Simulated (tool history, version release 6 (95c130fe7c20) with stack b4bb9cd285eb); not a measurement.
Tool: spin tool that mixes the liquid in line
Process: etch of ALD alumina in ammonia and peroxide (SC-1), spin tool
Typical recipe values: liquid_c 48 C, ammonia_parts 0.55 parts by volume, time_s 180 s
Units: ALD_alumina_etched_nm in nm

run     day  liquid_c  ammonia_parts  time_s  wafers since the last listed run  hours since the thermometer was replaced  hours since the ammonia flow meter was replaced  hours since the heated supply line was repaired  hours since the drum of ammonia solution was connected  hours since the gauge calibration  read-back film thickness of the ALD alumina reference wafer, read on the same gauge (nm)  ALD_alumina_etched_nm
  1       0        48           0.45     180                                 0                                      10.2                                            394.4                                           1277.6                                                   387.7                              610.7                                                                                     80.05                  10.28
  2   2.546        48           0.55     180                               422                                      71.3                                            455.5                                           1338.7                                                   448.8                              671.8                                                                                     79.98                  10.44
  3   5.242        48           0.55     215                               447                                       136                                            520.2                                           1403.4                                                   513.5                              736.5                                                                                     79.96                  12.48
  4   7.754      50.5           0.55     180                               417                                     196.3                                            580.5                                           1463.7                                                   573.8                              796.8                                                                                     79.99                  12.07
      9.704  -- new drum of ammonia solution connected
  5  11.029        48           0.55     180                               536                                     274.9                                            659.1                                           1542.3                                                    31.8                              875.4                                                                                     80.05                   10.4
  6  13.958        48           0.55     180                               486                                     345.2                                            729.4                                           1612.6                                                   102.1                              945.7                                                                                        80                  10.43
  7  16.275        48           0.55     180                               384                                     400.8                                              785                                           1668.2                                                   157.7                             1001.3                                                                                     79.99                  10.48
     17.846  -- heated supply line repaired
  8  19.858        54           0.55     150                               588                                     486.8                                              871                                             48.3                                                   243.7                             1087.3                                                                                        80                  12.74
     20.733  -- ammonia flow meter replaced
  9  22.288      40.5            0.4      75                               396                                     545.1                                             37.3                                            106.6                                                     302                             1145.6                                                                                     79.99                    2.9
 10  25.983      55.5           0.55     180                               613                                     633.8                                              126                                            195.3                                                   390.7                             1234.3                                                                                     79.96                  16.54
 11   28.45      42.5            0.4      85                               409                                       693                                            185.2                                            254.5                                                   449.9                             1293.5                                                                                        80                    3.7
 12  31.046      53.5            0.8     145                               431                                     755.3                                            247.5                                            316.8                                                   512.2                             1355.8                                                                                     79.98                  12.38
     33.688  -- thermometer replaced
 13  34.496        52           0.65     210                               566                                      19.4                                            330.3                                            399.6                                                     595                             1438.6                                                                                     80.03                  16.11
 14  36.504        48            0.3     180                               333                                      67.6                                            378.5                                            447.8                                                   643.2                             1486.8                                                                                     80.01                   10.3

Run 15 is up next; what results do you expect?
     39.758  -- new drum of ammonia solution connected
 15  40.929        48           0.55     180                               727                                     173.8                                            484.7                                              554                                                    28.1                               1593                                                                                         ?                      ?

{"run 15": {"read-back film thickness of the ALD alumina reference wafer, read on the same gauge (nm)": 79.97, "ALD_alumina_etched_nm": 10.82}}
With no hidden state in the tool, this same run would have given ALD_alumina_etched_nm 11.06 nm.
